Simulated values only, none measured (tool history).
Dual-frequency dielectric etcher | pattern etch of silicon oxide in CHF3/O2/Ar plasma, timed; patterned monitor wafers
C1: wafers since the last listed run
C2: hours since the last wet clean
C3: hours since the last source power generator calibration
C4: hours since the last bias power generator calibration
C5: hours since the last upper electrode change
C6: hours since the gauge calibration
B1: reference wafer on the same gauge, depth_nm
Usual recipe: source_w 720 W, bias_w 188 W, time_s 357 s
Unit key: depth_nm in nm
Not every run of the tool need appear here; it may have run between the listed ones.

{"run": 1, "hour": 0.0, "source_w": 720, "bias_w": 188, "time_s": 357, "C1": 0, "C2": 322.7, "C3": 2401.4, "C4": 2832.3, "C5": 2489.2, "C6": 148.1, "B1": 740.8, "depth_nm": 768.2}
{"run": 2, "hour": 12.6, "source_w": 720, "bias_w": 188, "time_s": 357, "C1": 51, "C2": 335.3, "C3": 2414, "C4": 2844.9, "C5": 2501.8, "C6": 160.7, "B1": 740.8, "depth_nm": 767.1}
{"run": 3, "hour": 21.1, "source_w": 670, "bias_w": 188, "time_s": 357, "C1": 34, "C2": 343.8, "C3": 2422.5, "C4": 2853.4, "C5": 2510.3, "C6": 169.2, "B1": 741.1, "depth_nm": 736}
{"run": 4, "hour": 28.2, "source_w": 670, "bias_w": 188, "time_s": 357, "C1": 29, "C2": 350.9, "C3": 2429.6, "C4": 2860.5, "C5": 2517.4, "C6": 176.3, "B1": 741.1, "depth_nm": 738.8}
{"run": 5, "hour": 43.0, "source_w": 670, "bias_w": 188, "time_s": 357, "C1": 60, "C2": 365.7, "C3": 2444.4, "C4": 2875.3, "C5": 2532.2, "C6": 191.1, "B1": 740.6, "depth_nm": 734.6}
{"run": 6, "hour": 64.1, "source_w": 720, "bias_w": 188, "time_s": 357, "C1": 86, "C2": 386.8, "C3": 2465.5, "C4": 2896.4, "C5": 2553.3, "C6": 212.2, "B1": 741.1, "depth_nm": 764.6}
{"run": 7, "hour": 79.6, "source_w": 720, "bias_w": 188, "time_s": 357, "C1": 63, "C2": 402.3, "C3": 2481, "C4": 2911.9, "C5": 2568.8, "C6": 227.7, "B1": 741.2, "depth_nm": 763.2}
{"hour": 106.7, "done": "gauge calibrated"}
{"hour": 111.2, "done": "upper electrode replaced"}
{"run": 8, "hour": 111.7, "source_w": 720, "bias_w": 188, "time_s": 357, "C1": 33, "C2": 434.4, "C3": 2513.1, "C4": 2944, "C5": 0.5, "C6": 5, "B1": 740.9, "depth_nm": 760.4}
{"run": 9, "hour": 112.2, "source_w": 720, "bias_w": 188, "time_s": 357, "C1": 2, "C2": 434.9, "C3": 2513.6, "C4": 2944.5, "C5": 1, "C6": 5.5, "B1": 740.8, "depth_nm": 762.3}
{"run": 10, "hour": 121.0, "source_w": 860, "bias_w": 188, "time_s": 281, "C1": 36, "C2": 443.7, "C3": 2522.4, "C4": 2953.3, "C5": 9.8, "C6": 14.3, "B1": 741.2, "depth_nm": 653.5}
{"hour": 131.2, "done": "source power generator calibrated"}
{"run": 11, "hour": 136.5, "source_w": 860, "bias_w": 188, "time_s": 281, "C1": 47, "C2": 459.2, "C3": 5.3, "C4": 2968.8, "C5": 25.3, "C6": 29.8, "B1": 741.1, "depth_nm": 654.7}
{"run": 12, "hour": 152.2, "source_w": 720, "bias_w": 188, "time_s": 357, "C1": 64, "C2": 474.9, "C3": 21, "C4": 2984.5, "C5": 41, "C6": 45.5, "B1": 741.1, "depth_nm": 760.8}
{"run": 13, "hour": 160.3, "source_w": 660, "bias_w": 145, "time_s": 268, "C1": 33, "C2": 483, "C3": 29.1, "C4": 2992.6, "C5": 49.1, "C6": 53.6, "B1": 741.3, "depth_nm": 509.5}
{"run": 14, "hour": 171.5, "source_w": 660, "bias_w": 188, "time_s": 357, "C1": 46, "C2": 494.2, "C3": 40.3, "C4": 3003.8, "C5": 60.3, "C6": 64.8, "B1": 740.9, "depth_nm": 724.3}
{"hour": 200.2, "done": "wet clean of the chamber"}
{"run": 15, "hour": 200.7, "source_w": 720, "bias_w": 188, "time_s": 357, "C1": 21, "C2": 0.5, "C3": 69.5, "C4": 3033, "C5": 89.5, "C6": 94, "B1": 740.9, "depth_nm": 780.7}
{"run": 16, "hour": 201.1, "source_w": 840, "bias_w": 147, "time_s": 413, "C1": 1, "C2": 0.9, "C3": 69.9, "C4": 3033.4, "C5": 89.9, "C6": 94.4, "B1": 741, "depth_nm": 917.7}
{"run": 17, "hour": 212.6, "source_w": 810, "bias_w": 212, "time_s": 312, "C1": 47, "C2": 12.4, "C3": 81.4, "C4": 3044.9, "C5": 101.4, "C6": 105.9, "B1": 741.3, "depth_nm": 748.1}
{"run": 18, "hour": 229.4, "source_w": 720, "bias_w": 188, "time_s": 385.5, "C1": 69, "C2": 29.2, "C3": 98.2, "C4": 3061.7, "C5": 118.2, "C6": 122.7, "B1": 741, "depth_nm": 841.5}
{"run": 19, "hour": 237.1, "source_w": 720, "bias_w": 188, "time_s": 357, "C1": 31, "C2": 36.9, "C3": 105.9, "C4": 3069.4, "C5": 125.9, "C6": 130.4, "B1": 741.1, "depth_nm": 777.1}
{"run": 20, "hour": 246.4, "source_w": 810, "bias_w": 188, "time_s": 357, "C1": 38, "C2": 46.2, "C3": 115.2, "C4": 3078.7, "C5": 135.2, "C6": 139.7, "B1": 741.1, "depth_nm": 827.6}
{"hour": 258.2, "done": "bias power generator calibrated"}
{"run": 21, "hour": 258.7, "source_w": 640, "bias_w": 227, "time_s": 428, "C1": 34, "C2": 58.5, "C3": 127.5, "C4": 0.5, "C5": 147.5, "C6": 152, "B1": 741.1, "depth_nm": 922.5}
{"run": 22, "hour": 287.5, "source_w": 720, "bias_w": 188, "time_s": 257, "C1": 118, "C2": 87.3, "C3": 156.3, "C4": 29.3, "C5": 176.3, "C6": 180.8, "B1": 740.8, "depth_nm": 559.1}
{"run": 23, "hour": 301.1, "source_w": 540, "bias_w": 176, "time_s": 448, "C1": 55, "C2": 100.9, "C3": 169.9, "C4": 42.9, "C5": 189.9, "C6": 194.4, "B1": 741.2, "depth_nm": 818.2}
{"run": 24, "hour": 314.2, "source_w": 720, "bias_w": 188, "time_s": 357, "C1": 53, "C2": 114, "C3": 183, "C4": 56, "C5": 203, "C6": 207.5, "B1": 740.8, "depth_nm": 775.2}
{"run": 25, "hour": 331.6, "source_w": 820, "bias_w": 188, "time_s": 438.5, "C1": 71, "C2": 131.4, "C3": 200.4, "C4": 73.4, "C5": 220.4, "C6": 224.9, "B1": 741.1, "depth_nm": 1015.8}

5 options for the next run, each taken on its own from the tool as it stands now. Forecast them:
{"run": "A", "hour": 332.1, "source_w": 720, "bias_w": 188, "time_s": 357, "C1": 2, "C2": 131.9, "C3": 200.9, "C4": 73.9, "C5": 220.9, "C6": 225.4, "B1": "?", "depth_nm": "?"}
{"run": "B", "hour": 332.1, "source_w": 820, "bias_w": 188, "time_s": 357, "C1": 2, "C2": 131.9, "C3": 200.9, "C4": 73.9, "C5": 220.9, "C6": 225.4, "B1": "?", "depth_nm": "?"}
{"run": "C", "hour": 332.1, "source_w": 550, "bias_w": 188, "time_s": 324.5, "C1": 2, "C2": 131.9, "C3": 200.9, "C4": 73.9, "C5": 220.9, "C6": 225.4, "B1": "?", "depth_nm": "?"}
{"run": "D", "hour": 332.1, "source_w": 570, "bias_w": 188, "time_s": 441, "C1": 2, "C2": 131.9, "C3": 200.9, "C4": 73.9, "C5": 220.9, "C6": 225.4, "B1": "?", "depth_nm": "?"}
{"run": "E", "hour": 332.1, "source_w": 720, "bias_w": 188, "time_s": 428, "C1": 2, "C2": 131.9, "C3": 200.9, "C4": 73.9, "C5": 220.9, "C6": 225.4, "B1": "?", "depth_nm": "?"}

run=A B1=740.9 depth_nm=774.5
run=B B1=740.9 depth_nm=827.5
run=C B1=740.9 depth_nm=607.6
run=D B1=740.9 depth_nm=842.9
run=E B1=740.9 depth_nm=928.5
With no hidden state in the tool, these same runs would have given:
run=A depth_nm=781.6
run=B depth_nm=835.1
run=C depth_nm=613.2
run=D depth_nm=850.6
run=E depth_nm=937
